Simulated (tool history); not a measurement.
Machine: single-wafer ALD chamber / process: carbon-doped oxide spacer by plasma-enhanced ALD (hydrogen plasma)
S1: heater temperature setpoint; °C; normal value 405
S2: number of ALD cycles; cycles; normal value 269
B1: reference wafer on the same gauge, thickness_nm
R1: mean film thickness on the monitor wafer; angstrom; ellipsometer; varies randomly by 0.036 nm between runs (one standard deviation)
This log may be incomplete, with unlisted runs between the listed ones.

| run | hour | S1 | S2 | B1 | R1 |
|---|---|---|---|---|---|
| 1 | 0 | 395 | 292 | 13.201 | 157.65 |
| 2 | 28.5 | 395 | 292 | 13.204 | 157.63 |
| 3 | 50.7 | 395 | 292 | 13.194 | 157.56 |
| 4 | 65.6 | 416 | 248 | 13.203 | 127.31 |
| 5 | 77.9 | 405 | 269 | 13.204 | 143.48 |
| 6 | 106.6 | 415 | 269 | 13.2 | 138.58 |
| 7 | 140.6 | 415 | 269 | 13.202 | 138.35 |
| 8 | 172.5 | 415 | 269 | 13.191 | 138.88 |
| 9 | 187.6 | 405 | 269 | 13.201 | 143.46 |
| 10 | 200.9 | 405 | 269 | 13.195 | 143.59 |
|  | 206.4 | gauge calibrated |
| 11 | 232.4 | 405 | 269 | 13.202 | 143.16 |
| 12 | 267.5 | 415 | 269 | 13.195 | 138.71 |
|  | 277.4 | thermocouple changed; heater temperature recalibrated |
| 13 | 280.4 | 405 | 269 | 13.195 | 143.67 |
| 14 | 297.3 | 393 | 224 | 13.198 | 121.47 |
| 15 | 327.3 | 400 | 237 | 13.2 | 128.6 |
| 16 | 356.3 | 411 | 299 | 13.197 | 155.74 |
| 17 | 385.7 | 400 | 307 | 13.199 | 165.59 |
| 18 | 417.8 | 411 | 312 | 13.2 | 162.48 |
| 19 | 449.3 | 411 | 233 | 13.199 | 121.74 |
| 20 | 482.3 | 400 | 255 | 13.195 | 137.38 |
| 21 | 503.7 | 395 | 292 | 13.196 | 158.09 |
| 22 | 520.2 | 405 | 269 | 13.204 | 143.07 |

5 ways to go on from here, each from the tool as it stands after run 22. What would each give?
| A | 521 | 405 | 269 | ? | ? |
| B | 521 | 417 | 316 | ? | ? |
| C | 521 | 396 | 220 | ? | ? |
| D | 521 | 416 | 238 | ? | ? |
| E | 521 | 418 | 234 | ? | ? |

| run | B1 | R1 |
|---|---|---|
| A | 13.196 | 143.86 |
| B | 13.196 | 162.6 |
| C | 13.196 | 119.45 |
| D | 13.196 | 122.87 |
| E | 13.196 | 120.01 |
Without the tool's hidden state the same runs would have given:
| run | R1 |
|---|---|
| A | 143.86 |
| B | 162.6 |
| C | 119.45 |
| D | 122.87 |
| E | 120.01 |
